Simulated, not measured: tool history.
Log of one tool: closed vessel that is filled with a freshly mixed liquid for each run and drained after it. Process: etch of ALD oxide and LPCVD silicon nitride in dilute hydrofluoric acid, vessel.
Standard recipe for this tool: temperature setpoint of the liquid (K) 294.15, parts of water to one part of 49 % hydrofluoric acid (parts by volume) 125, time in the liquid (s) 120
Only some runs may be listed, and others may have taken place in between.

run	hour	temperature setpoint of the liquid (K)	parts of water to one part of 49 % hydrofluoric acid (parts by volume)	time in the liquid (s)	read-back film thickness of the ALD oxide reference wafer, read on the same gauge (nm)	read-back film thickness of the LPCVD silicon nitride reference wafer, read on the same gauge (nm)	thickness taken off the ALD oxide on a monitor wafer (Å)	thickness taken off the LPCVD silicon nitride on a monitor wafer (Å)
1	0	291.15	155	120	40.1	130.403	181.2	2.65
2	17.6	294.15	125	120	40.11	130.42	261.6	3.6
3	30.4	294.15	125	120	40.16	130.454	262.2	3.63
4	46.3	294.15	125	120	40.16	130.516	261.3	4.05
5	66.5	294.15	125	120	40.19	130.512	261.8	4.2
6	85.6	294.15	75	145	40.18	130.586	559.6	7.73
7	115.8	294.15	125	120	40.22	130.699	261.8	4.18
8	150.7	294.15	125	120	40.26	130.824	262.6	4.33
# hour 214.1: thermometer replaced
# hour 236.8: hydrofluoric acid flow meter replaced
9	253.6	291.15	70	85	40.43	131.385	312.5	4.12
10	288.9	294.15	80	120	40.51	131.611	434	6.24
11	315.9	296.65	125	55	40.54	131.825	134.1	2.05
12	349.8	290.15	125	160	40.6	131.991	300.6	3.71
13	379	294.15	155	120	40.72	132.265	206.7	2.83
14	402.9	294.15	100	55	40.76	132.486	156.4	2.26
15	422.2	296.65	110	75	40.76	132.595	211	3.2
16	436.9	294.15	185	120	40.86	132.713	169.1	2.36
17	470.8	294.15	125	120	40.95	133.046	267.7	3.84
# hour 479.3: gauge calibrated
18	562	294.15	125	55	40.04	130.174	119.8	1.87
19	591.5	294.15	125	120	40.03	130.222	261.9	4.3
20	612.5	298.15	175	100	40.08	130.246	171	2.87
21	631.4	295.65	80	120	40.07	130.313	457.5	6.45
22	658.1	290.15	125	170	40.16	130.37	315.7	4.07
23	685.1	299.15	155	120	40.11	130.466	247.5	4.33
# hour 700: hydrofluoric acid flow meter replaced
24	702.4	296.15	70	95	40.2	130.478	427.5	6.37
25	724.7	291.65	95	160	40.18	130.625	427.7	5.52
26	739.6	290.15	170	90	40.22	130.69	117.3	1.68

Alternative continuations, all from the tool just after run 26; predict every row:
A	740.3	291.15	125	120	?	?	?	?
B	740.3	294.15	125	85	?	?	?	?
C	740.3	290.15	170	120	?	?	?	?
D	740.3	299.15	125	120	?	?	?	?

run	read-back film thickness of the ALD oxide reference wafer, read on the same gauge (nm)	read-back film thickness of the LPCVD silicon nitride reference wafer, read on the same gauge (nm)	thickness taken off the ALD oxide on a monitor wafer (Å)	thickness taken off the LPCVD silicon nitride on a monitor wafer (Å)
A	40.24	130.637	231.9	2.91
B	40.24	130.637	185.5	2.52
C	40.24	130.637	156.6	2.02
D	40.24	130.637	318.5	4.94
Take away the tool's hidden state, keep each run's random variation, and the runs would have read:
run	thickness taken off the ALD oxide on a monitor wafer (Å)	thickness taken off the LPCVD silicon nitride on a monitor wafer (Å)
A	230.7	2.89
B	184.5	2.51
C	155.7	2.01
D	316.8	4.91

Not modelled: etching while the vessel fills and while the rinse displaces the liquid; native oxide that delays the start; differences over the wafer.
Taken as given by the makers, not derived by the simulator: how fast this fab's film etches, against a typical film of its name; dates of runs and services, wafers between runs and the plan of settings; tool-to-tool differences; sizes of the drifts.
